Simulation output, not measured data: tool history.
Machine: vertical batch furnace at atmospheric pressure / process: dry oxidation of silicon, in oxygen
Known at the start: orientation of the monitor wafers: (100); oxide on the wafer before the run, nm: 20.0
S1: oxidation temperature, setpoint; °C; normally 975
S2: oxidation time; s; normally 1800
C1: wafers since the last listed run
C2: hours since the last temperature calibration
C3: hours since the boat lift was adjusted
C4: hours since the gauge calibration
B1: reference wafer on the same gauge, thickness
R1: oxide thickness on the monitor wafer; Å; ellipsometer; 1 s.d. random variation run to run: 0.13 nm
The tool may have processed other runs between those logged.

{"run": 1, "hour": 0.0, "S1": 975, "S2": 1440, "C1": 0, "C2": 4767.7, "C3": 4018.7, "C4": 183.6, "B1": 31.41, "R1": 348.2}
{"run": 2, "hour": 6.9, "S1": 975, "S2": 1800, "C1": 117, "C2": 4774.6, "C3": 4025.6, "C4": 190.5, "B1": 31.35, "R1": 377.5}
{"run": 3, "hour": 17.9, "S1": 975, "S2": 1800, "C1": 186, "C2": 4785.6, "C3": 4036.6, "C4": 201.5, "B1": 31.34, "R1": 375.1}
{"run": 4, "hour": 30.1, "S1": 975, "S2": 1290, "C1": 206, "C2": 4797.8, "C3": 4048.8, "C4": 213.7, "B1": 31.4, "R1": 335.3}
{"run": 5, "hour": 37.8, "S1": 975, "S2": 1290, "C1": 130, "C2": 4805.5, "C3": 4056.5, "C4": 221.4, "B1": 31.36, "R1": 333.5}
{"run": 6, "hour": 49.9, "S1": 975, "S2": 1290, "C1": 205, "C2": 4817.6, "C3": 4068.6, "C4": 233.5, "B1": 31.42, "R1": 335.4}
{"run": 7, "hour": 58.0, "S1": 975, "S2": 1800, "C1": 137, "C2": 4825.7, "C3": 4076.7, "C4": 241.6, "B1": 31.38, "R1": 373.2}
{"run": 8, "hour": 70.8, "S1": 975, "S2": 1800, "C1": 217, "C2": 4838.5, "C3": 4089.5, "C4": 254.4, "B1": 31.37, "R1": 374.1}
{"run": 9, "hour": 81.1, "S1": 975, "S2": 1800, "C1": 174, "C2": 4848.8, "C3": 4099.8, "C4": 264.7, "B1": 31.42, "R1": 373.0}
{"run": 10, "hour": 88.8, "S1": 975, "S2": 1170, "C1": 130, "C2": 4856.5, "C3": 4107.5, "C4": 272.4, "B1": 31.4, "R1": 325.3}
{"run": 11, "hour": 105.5, "S1": 975, "S2": 1800, "C1": 283, "C2": 4873.2, "C3": 4124.2, "C4": 289.1, "B1": 31.4, "R1": 375.7}
{"hour": 130.4, "done": "boat lift adjusted"}
{"hour": 136.6, "done": "thermocouples replaced and temperature profile calibrated"}
{"run": 12, "hour": 137.1, "S1": 975, "S2": 1800, "C1": 24, "C2": 0.5, "C3": 6.7, "C4": 320.7, "B1": 31.37, "R1": 373.5}
{"run": 13, "hour": 140.9, "S1": 975, "S2": 1800, "C1": 64, "C2": 4.3, "C3": 10.5, "C4": 324.5, "B1": 31.38, "R1": 377.1}
{"run": 14, "hour": 144.7, "S1": 992, "S2": 1800, "C1": 64, "C2": 8.1, "C3": 14.3, "C4": 328.3, "B1": 31.44, "R1": 408.5}
{"run": 15, "hour": 154.9, "S1": 975, "S2": 2340, "C1": 173, "C2": 18.3, "C3": 24.5, "C4": 338.5, "B1": 31.43, "R1": 416.6}
{"hour": 165.6, "done": "gauge calibrated"}
{"run": 16, "hour": 170.8, "S1": 975, "S2": 2340, "C1": 269, "C2": 34.2, "C3": 40.4, "C4": 5.2, "B1": 31.34, "R1": 418.3}
{"run": 17, "hour": 180.0, "S1": 975, "S2": 1800, "C1": 156, "C2": 43.4, "C3": 49.6, "C4": 14.4, "B1": 31.42, "R1": 374.3}
{"run": 18, "hour": 194.3, "S1": 975, "S2": 1800, "C1": 242, "C2": 57.7, "C3": 63.9, "C4": 28.7, "B1": 31.4, "R1": 377.3}
{"run": 19, "hour": 201.2, "S1": 995, "S2": 1470, "C1": 117, "C2": 64.6, "C3": 70.8, "C4": 35.6, "B1": 31.4, "R1": 383.8}
{"run": 20, "hour": 213.9, "S1": 975, "S2": 1440, "C1": 215, "C2": 77.3, "C3": 83.5, "C4": 48.3, "B1": 31.44, "R1": 345.3}
{"run": 21, "hour": 223.9, "S1": 999, "S2": 1800, "C1": 169, "C2": 87.3, "C3": 93.5, "C4": 58.3, "B1": 31.38, "R1": 426.4}
{"run": 22, "hour": 238.9, "S1": 975, "S2": 2490, "C1": 254, "C2": 102.3, "C3": 108.5, "C4": 73.3, "B1": 31.45, "R1": 426.8}
{"run": 23, "hour": 247.9, "S1": 975, "S2": 1350, "C1": 152, "C2": 111.3, "C3": 117.5, "C4": 82.3, "B1": 31.4, "R1": 338.8}
{"run": 24, "hour": 263.6, "S1": 956, "S2": 1020, "C1": 266, "C2": 127.0, "C3": 133.2, "C4": 98.0, "B1": 31.42, "R1": 295.5}
{"run": 25, "hour": 271.8, "S1": 975, "S2": 1800, "C1": 139, "C2": 135.2, "C3": 141.4, "C4": 106.2, "B1": 31.4, "R1": 375.7}
{"run": 26, "hour": 280.9, "S1": 995, "S2": 1470, "C1": 154, "C2": 144.3, "C3": 150.5, "C4": 115.3, "B1": 31.4, "R1": 385.2}
{"run": 27, "hour": 291.6, "S1": 964, "S2": 1440, "C1": 181, "C2": 155.0, "C3": 161.2, "C4": 126.0, "B1": 31.42, "R1": 332.2}
{"run": 28, "hour": 297.9, "S1": 975, "S2": 1800, "C1": 106, "C2": 161.3, "C3": 167.5, "C4": 132.3, "B1": 31.36, "R1": 373.7}
{"run": 29, "hour": 309.7, "S1": 975, "S2": 1800, "C1": 200, "C2": 173.1, "C3": 179.3, "C4": 144.1, "B1": 31.37, "R1": 374.2}
{"run": 30, "hour": 320.0, "S1": 975, "S2": 1800, "C1": 174, "C2": 183.4, "C3": 189.6, "C4": 154.4, "B1": 31.41, "R1": 377.5}
{"run": 31, "hour": 334.4, "S1": 975, "S2": 1350, "C1": 244, "C2": 197.8, "C3": 204.0, "C4": 168.8, "B1": 31.39, "R1": 339.0}
{"run": 32, "hour": 341.3, "S1": 968, "S2": 1500, "C1": 117, "C2": 204.7, "C3": 210.9, "C4": 175.7, "B1": 31.39, "R1": 343.5}
{"run": 33, "hour": 357.4, "S1": 956, "S2": 2700, "C1": 273, "C2": 220.8, "C3": 227.0, "C4": 191.8, "B1": 31.38, "R1": 407.1}
{"run": 34, "hour": 372.0, "S1": 964, "S2": 2250, "C1": 247, "C2": 235.4, "C3": 241.6, "C4": 206.4, "B1": 31.4, "R1": 393.2}
{"run": 35, "hour": 388.2, "S1": 975, "S2": 1440, "C1": 274, "C2": 251.6, "C3": 257.8, "C4": 222.6, "B1": 31.36, "R1": 347.5}
{"run": 36, "hour": 413.2, "S1": 999, "S2": 2370, "C1": 424, "C2": 276.6, "C3": 282.8, "C4": 247.6, "B1": 31.41, "R1": 481.0}
{"run": 37, "hour": 426.0, "S1": 975, "S2": 1440, "C1": 217, "C2": 289.4, "C3": 295.6, "C4": 260.4, "B1": 31.42, "R1": 347.2}
{"run": 38, "hour": 440.2, "S1": 988, "S2": 2640, "C1": 240, "C2": 303.6, "C3": 309.8, "C4": 274.6, "B1": 31.42, "R1": 467.7}
{"run": 39, "hour": 452.2, "S1": 960, "S2": 1350, "C1": 203, "C2": 315.6, "C3": 321.8, "C4": 286.6, "B1": 31.39, "R1": 322.8}
{"run": 40, "hour": 462.4, "S1": 951, "S2": 990, "C1": 173, "C2": 325.8, "C3": 332.0, "C4": 296.8, "B1": 31.39, "R1": 288.8}

Forecast each of these 3 alternatives for the next run:
{"run": "A", "hour": 466.3, "S1": 975, "S2": 1800, "C1": 66, "C2": 329.7, "C3": 335.9, "C4": 300.7, "B1": "?", "R1": "?"}
{"run": "B", "hour": 466.3, "S1": 975, "S2": 2190, "C1": 66, "C2": 329.7, "C3": 335.9, "C4": 300.7, "B1": "?", "R1": "?"}
{"run": "C", "hour": 466.3, "S1": 975, "S2": 1380, "C1": 66, "C2": 329.7, "C3": 335.9, "C4": 300.7, "B1": "?", "R1": "?"}

run=A B1=31.41 R1=375.3
run=B B1=31.41 R1=405.6
run=C B1=31.41 R1=341.7
With the hidden condition removed and each run's random variation left untouched, the same runs would have given:
run=A R1=375.3
run=B R1=405.6
run=C R1=341.7
